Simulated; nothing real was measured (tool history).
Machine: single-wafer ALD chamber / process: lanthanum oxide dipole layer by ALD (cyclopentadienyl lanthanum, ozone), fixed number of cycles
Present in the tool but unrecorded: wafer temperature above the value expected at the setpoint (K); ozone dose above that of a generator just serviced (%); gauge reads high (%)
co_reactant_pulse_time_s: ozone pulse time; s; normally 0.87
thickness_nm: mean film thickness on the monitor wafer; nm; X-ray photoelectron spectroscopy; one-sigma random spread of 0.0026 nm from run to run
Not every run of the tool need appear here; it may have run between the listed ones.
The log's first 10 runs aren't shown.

| run | day | co_reactant_pulse_time_s | wafers since the last listed run | hours since the last thermocouple change | hours since the last ozone generator service | hours since the showerhead was replaced | hours since the gauge calibration | read-back reference wafer on the same gauge, thickness_nm | thickness_nm |
|---|---|---|---|---|---|---|---|---|---|
| 11 | 7.100 | 1.04 | 346 | 1700.6 | 1412.6 | 92.6 | 323.3 | 0.471 | 0.479 |
| 12 | 8.508 | 1.12 | 714 | 1734.4 | 1446.4 | 126.4 | 357.1 | 0.471 | 0.488 |
| 13 | 9.458 | 1.01 | 481 | 1757.2 | 1469.2 | 149.2 | 379.9 | 0.471 | 0.469 |
| 14 | 10.183 | 1.05 | 367 | 1774.6 | 1486.6 | 166.6 | 397.3 | 0.471 | 0.473 |
|  | 11.708 | thermocouple changed; heater temperature recalibrated |
| 15 | 11.729 | 0.66 | 615 | 0.5 | 1523.7 | 203.7 | 434.4 | 0.471 | 0.366 |
|  | 12.667 | ozone generator serviced |
| 16 | 12.925 | 0.98 | 437 | 29.2 | 6.2 | 232.4 | 463.1 | 0.471 | 0.506 |
| 17 | 13.871 | 0.68 | 479 | 51.9 | 28.9 | 255.1 | 485.8 | 0.471 | 0.431 |
| 18 | 14.875 | 0.87 | 509 | 76.0 | 53.0 | 279.2 | 509.9 | 0.470 | 0.484 |
| 19 | 15.683 | 0.87 | 410 | 95.4 | 72.4 | 298.6 | 529.3 | 0.471 | 0.489 |
| 20 | 16.550 | 0.87 | 439 | 116.2 | 93.2 | 319.4 | 550.1 | 0.471 | 0.480 |
| 21 | 17.104 | 0.73 | 281 | 129.5 | 106.5 | 332.7 | 563.4 | 0.471 | 0.444 |
| 22 | 18.275 | 1.02 | 593 | 157.6 | 134.6 | 360.8 | 591.5 | 0.471 | 0.514 |
| 23 | 19.383 | 0.75 | 562 | 184.2 | 161.2 | 387.4 | 618.1 | 0.471 | 0.451 |
| 24 | 20.546 | 1.09 | 589 | 212.1 | 189.1 | 415.3 | 646.0 | 0.471 | 0.519 |
|  | 21.158 | gauge calibrated |
| 25 | 22.021 | 0.71 | 748 | 247.5 | 224.5 | 450.7 | 20.7 | 0.471 | 0.437 |
| 26 | 22.825 | 0.87 | 407 | 266.8 | 243.8 | 470.0 | 40.0 | 0.471 | 0.483 |
| 27 | 24.883 | 0.62 | 1044 | 316.2 | 293.2 | 519.4 | 89.4 | 0.471 | 0.406 |
| 28 | 25.696 | 0.59 | 412 | 335.7 | 312.7 | 538.9 | 108.9 | 0.471 | 0.397 |
| 29 | 26.892 | 0.72 | 606 | 364.4 | 341.4 | 567.6 | 137.6 | 0.471 | 0.441 |
| 30 | 27.938 | 0.87 | 530 | 389.5 | 366.5 | 592.7 | 162.7 | 0.472 | 0.482 |
| 31 | 28.750 | 1.10 | 412 | 409.0 | 386.0 | 612.2 | 182.2 | 0.471 | 0.522 |
| 32 | 29.358 | 1.03 | 308 | 423.6 | 400.6 | 626.8 | 196.8 | 0.471 | 0.512 |
| 33 | 30.067 | 0.54 | 359 | 440.6 | 417.6 | 643.8 | 213.8 | 0.471 | 0.370 |
| 34 | 31.133 | 0.87 | 541 | 466.2 | 443.2 | 669.4 | 239.4 | 0.470 | 0.482 |
| 35 | 32.225 | 0.64 | 553 | 492.4 | 469.4 | 695.6 | 265.6 | 0.471 | 0.407 |

Forecast each of these 3 alternatives for the next run:
| A | 32.242 | 0.87 | 8 | 492.8 | 469.8 | 696.0 | 266.0 | ? | ? |
| B | 32.242 | 0.57 | 8 | 492.8 | 469.8 | 696.0 | 266.0 | ? | ? |
| C | 32.242 | 1.18 | 8 | 492.8 | 469.8 | 696.0 | 266.0 | ? | ? |

| run | read-back reference wafer on the same gauge, thickness_nm | thickness_nm |
|---|---|---|
| A | 0.472 | 0.475 |
| B | 0.472 | 0.379 |
| C | 0.472 | 0.527 |
Without the tool's unlogged condition, the same runs would have read:
| run | thickness_nm |
|---|---|
| A | 0.483 |
| B | 0.389 |
| C | 0.533 |

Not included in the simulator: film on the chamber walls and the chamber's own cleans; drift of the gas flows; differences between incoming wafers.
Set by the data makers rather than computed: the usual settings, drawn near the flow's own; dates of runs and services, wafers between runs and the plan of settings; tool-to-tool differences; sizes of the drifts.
